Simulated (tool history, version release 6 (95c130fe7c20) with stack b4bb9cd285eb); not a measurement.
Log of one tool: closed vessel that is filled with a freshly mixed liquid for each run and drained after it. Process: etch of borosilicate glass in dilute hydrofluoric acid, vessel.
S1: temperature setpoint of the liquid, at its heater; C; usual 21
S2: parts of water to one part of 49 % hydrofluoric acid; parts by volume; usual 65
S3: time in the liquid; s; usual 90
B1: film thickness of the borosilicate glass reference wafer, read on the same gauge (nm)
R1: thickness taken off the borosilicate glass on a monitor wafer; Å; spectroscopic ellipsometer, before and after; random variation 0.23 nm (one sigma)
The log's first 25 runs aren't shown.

| run | day | S1 | S2 | S3 | B1 | R1 |
|---|---|---|---|---|---|---|
| 26 | 12.812 | 21 | 75 | 115 | 39.99 | 510.5 |
| 27 | 13.467 | 18.5 | 90 | 65 | 40.01 | 212.9 |
| 28 | 14.192 | 21 | 65 | 90 | 39.98 | 464.8 |
| 29 | 14.725 | 23 | 65 | 145 | 39.99 | 810.2 |
| 30 | 15.171 | 21 | 75 | 90 | 39.98 | 397.6 |
| 31 | 15.854 | 18 | 40 | 60 | 40 | 454.8 |
| 32 | 16.388 | 17.5 | 50 | 75 | 40.01 | 440.1 |
| 33 | 17.029 | 21 | 65 | 90 | 40.02 | 462.2 |

Forecast each of these 4 alternatives for the next run:
| A | 17.058 | 21 | 40 | 90 | ? | ? |
| B | 17.058 | 21 | 65 | 135 | ? | ? |
| C | 17.058 | 18 | 35 | 90 | ? | ? |
| D | 17.058 | 21 | 95 | 90 | ? | ? |

| run | B1 | R1 |
|---|---|---|
| A | 39.97 | 773.9 |
| B | 39.97 | 693.3 |
| C | 39.97 | 781.6 |
| D | 39.97 | 305.5 |
Without the tool's hidden state the same runs would have given:
| run | R1 |
|---|---|
| A | 777.5 |
| B | 696 |
| C | 785.7 |
| D | 306.4 |
